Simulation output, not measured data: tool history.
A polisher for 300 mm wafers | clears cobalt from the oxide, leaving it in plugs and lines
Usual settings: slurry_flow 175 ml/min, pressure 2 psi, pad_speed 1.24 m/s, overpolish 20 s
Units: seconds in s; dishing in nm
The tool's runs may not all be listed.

| run | hour | slurry_flow | pressure | pad_speed | overpolish | wafers since the last listed run | wafers polished on this pad | hours since the slurry nozzle was cleaned | hours since the head pressure was calibrated | incoming thickness of the incoming film, nm | seconds | dishing |
|---|---|---|---|---|---|---|---|---|---|---|---|---|
| 1 | 0 | 175 | 2 | 1.24 | 20 | 0 | 481 | 324.3 | 785.7 | 369.4 | 67.8 | 71.5 |
|  | 6.6 | slurry nozzle cleaned |
| 2 | 48.7 | 175 | 2 | 1.24 | 20 | 527 | 1009 | 42.1 | 834.4 | 371.8 | 68.6 | 69.6 |
| 3 | 87.5 | 175 | 2 | 1.24 | 20 | 429 | 1438 | 80.9 | 873.2 | 371.2 | 68.2 | 69.7 |
| 4 | 129.2 | 175 | 2 | 1.24 | 20 | 461 | 1900 | 122.6 | 914.9 | 370 | 68.7 | 70.3 |
| 5 | 190.7 | 175 | 2 | 1.24 | 20 | 680 | 2580 | 184.1 | 976.4 | 369.9 | 68.1 | 68.9 |
| 6 | 223.7 | 205 | 2 | 1.24 | 20 | 365 | 2945 | 217.1 | 1009.4 | 372.7 | 67.6 | 71.5 |
|  | 248.9 | worn pad replaced by a new one |
| 7 | 283.5 | 205 | 2 | 1.24 | 20 | 617 | 382 | 276.9 | 1069.2 | 366.1 | 65.6 | 71.4 |
|  | 362.6 | slurry nozzle cleaned |
| 8 | 382.6 | 205 | 2 | 1.24 | 20 | 1085 | 1467 | 20 | 1168.3 | 369.3 | 66.1 | 68.9 |
| 9 | 433.7 | 175 | 2 | 1.24 | 20 | 565 | 2033 | 71.1 | 1219.4 | 370.2 | 68.3 | 70.4 |
| 10 | 465.7 | 175 | 2 | 1.24 | 20 | 354 | 2387 | 103.1 | 1251.4 | 367.7 | 69.6 | 70.3 |
| 11 | 502.7 | 175 | 2 | 1.24 | 20 | 409 | 2797 | 140.1 | 1288.4 | 370.4 | 69.1 | 70 |
|  | 554.6 | worn pad replaced by a new one |
| 12 | 562.1 | 175 | 2 | 1.24 | 20 | 613 | 83 | 199.5 | 1347.8 | 375.4 | 69.4 | 71.2 |
|  | 579.8 | head pressure recalibrated |
| 13 | 601 | 175 | 2 | 1.24 | 20 | 408 | 491 | 238.4 | 21.2 | 369.6 | 65.3 | 71.4 |
| 14 | 664.5 | 175 | 2.2 | 1.24 | 20 | 702 | 1194 | 301.9 | 84.7 | 369.9 | 59.7 | 74.9 |
| 15 | 706.5 | 175 | 2.2 | 1.24 | 20 | 464 | 1659 | 343.9 | 126.7 | 371.7 | 60.2 | 73.4 |
|  | 767.7 | slurry nozzle cleaned |
| 16 | 826.7 | 195 | 2 | 1.24 | 13 | 1319 | 2978 | 59 | 246.9 | 368 | 63.3 | 57.5 |
|  | 847.4 | worn pad replaced by a new one |
| 17 | 878.3 | 175 | 2 | 1.24 | 20 | 526 | 342 | 110.6 | 298.5 | 368.4 | 64.8 | 71.8 |
|  | 921.6 | head pressure recalibrated, repeated, since the last time left the tool worse |
| 18 | 929.3 | 230 | 2 | 1.24 | 9 | 542 | 884 | 161.6 | 7.7 | 364.8 | 67.6 | 43.6 |
| 19 | 963.4 | 230 | 2.6 | 1.24 | 30 | 377 | 1261 | 195.7 | 41.8 | 377.3 | 56.7 | 83 |
| 20 | 1001.1 | 175 | 2 | 1.24 | 20 | 417 | 1679 | 233.4 | 79.5 | 367.1 | 72 | 68.4 |
| 21 | 1060.6 | 175 | 1.7 | 1.24 | 13 | 658 | 2337 | 292.9 | 139 | 369.7 | 80.7 | 51.5 |
| 22 | 1091.1 | 175 | 2 | 1.24 | 17 | 337 | 2674 | 323.4 | 169.5 | 368.8 | 71 | 63.4 |
|  | 1107 | worn pad replaced by a new one |
| 23 | 1123.9 | 175 | 2 | 1.24 | 28 | 318 | 187 | 356.2 | 202.3 | 373.5 | 71.1 | 75.6 |
|  | 1175.8 | slurry nozzle cleaned |
| 24 | 1191.5 | 175 | 2 | 1.24 | 20 | 736 | 924 | 15.7 | 269.9 | 376.8 | 72.5 | 68 |
| 25 | 1233.1 | 175 | 2 | 1.24 | 10 | 460 | 1384 | 57.3 | 311.5 | 373.7 | 72.2 | 46.8 |
| 26 | 1262.1 | 220 | 2 | 1.02 | 20 | 320 | 1705 | 86.3 | 340.5 | 373.9 | 79.6 | 66 |
| 27 | 1328.4 | 175 | 2 | 1.24 | 20 | 733 | 2439 | 152.6 | 406.8 | 371.9 | 69.6 | 69.4 |
| 28 | 1355.6 | 175 | 2 | 1.24 | 20 | 300 | 2740 | 179.8 | 434 | 362.4 | 68.8 | 68.6 |
|  | 1394.2 | worn pad replaced by a new one |
| 29 | 1401.4 | 210 | 2 | 1.24 | 20 | 462 | 79 | 225.6 | 479.8 | 368.7 | 68.6 | 70.1 |
| 30 | 1440.6 | 175 | 2 | 0.86 | 20 | 433 | 513 | 264.8 | 519 | 369.5 | 86.6 | 61.1 |
| 31 | 1471 | 175 | 1.6 | 1.24 | 20 | 336 | 849 | 295.2 | 549.4 | 370.1 | 83.7 | 64.8 |

Hidden state at the last listed run before each entry between runs and at the first one after, where it differs:
Between runs 1 and 2: slurry nozzle cleaned (hour 6.6)
  deviation of the head's pressure from its setpoint, %: 6.25 -> 6.4
  measured less the result without the state, seconds: -3.5 -> -3.5 s; dishing: +1.5 -> +1.5 nm
Between runs 6 and 7: worn pad replaced by a new one (hour 248.9)
  deviation of the head's pressure from its setpoint, %: 6.83 -> 6.95
  measured less the result without the state, seconds: -3.8 -> -3.7 s; dishing: +1.6 -> +1.6 nm
Between runs 7 and 8: slurry nozzle cleaned (hour 362.6)
  deviation of the head's pressure from its setpoint, %: 6.95 -> 7.11
  measured less the result without the state, seconds: -3.7 -> -3.8 s; dishing: +1.6 -> +1.5 nm
Between runs 11 and 12: worn pad replaced by a new one (hour 554.6)
  deviation of the head's pressure from its setpoint, %: 7.27 -> 7.33
  measured less the result without the state, seconds: -4.1 -> -4.1 s; dishing: +1.7 -> +1.7 nm
Between runs 12 and 13: head pressure recalibrated (hour 579.8)
  deviation of the head's pressure from its setpoint, %: 7.33 -> 12
  measured less the result without the state, seconds: -4.1 -> -6.3 s; dishing: +1.7 -> +2.7 nm
Between runs 15 and 16: slurry nozzle cleaned (hour 767.7)
  deviation of the head's pressure from its setpoint, %: 13.5 -> 14.8
  measured less the result without the state, seconds: -6.5 -> -7.6 s; dishing: +2.8 -> +3.6 nm
Between runs 16 and 17: worn pad replaced by a new one (hour 847.4)
  deviation of the head's pressure from its setpoint, %: 14.8 -> 15.3
  measured less the result without the state, seconds: -7.6 -> -8 s; dishing: +3.6 -> +3.3 nm
Between runs 17 and 18: head pressure recalibrated, repeated, since the last time left the tool worse (hour 921.6)
  deviation of the head's pressure from its setpoint, %: 15.3 -> -0.589
  measured less the result without the state, seconds: -8 -> +0.4 s; dishing: +3.3 -> -0.1 nm
Between runs 22 and 23: worn pad replaced by a new one (hour 1107)
  deviation of the head's pressure from its setpoint, %: 1.6 -> 1.97
  measured less the result without the state, seconds: -0.9 -> -1.1 s; dishing: +0.4 -> +0.3 nm
Between runs 23 and 24: slurry nozzle cleaned (hour 1175.8)
  deviation of the head's pressure from its setpoint, %: 1.97 -> 2.64
  measured less the result without the state, seconds: -1.1 -> -1.5 s; dishing: +0.3 -> +0.6 nm
Between runs 28 and 29: worn pad replaced by a new one (hour 1394.2)
  deviation of the head's pressure from its setpoint, %: 3.94 -> 4.23
  measured less the result without the state, seconds: -2.2 -> -2.3 s; dishing: +0.9 -> +1 nm

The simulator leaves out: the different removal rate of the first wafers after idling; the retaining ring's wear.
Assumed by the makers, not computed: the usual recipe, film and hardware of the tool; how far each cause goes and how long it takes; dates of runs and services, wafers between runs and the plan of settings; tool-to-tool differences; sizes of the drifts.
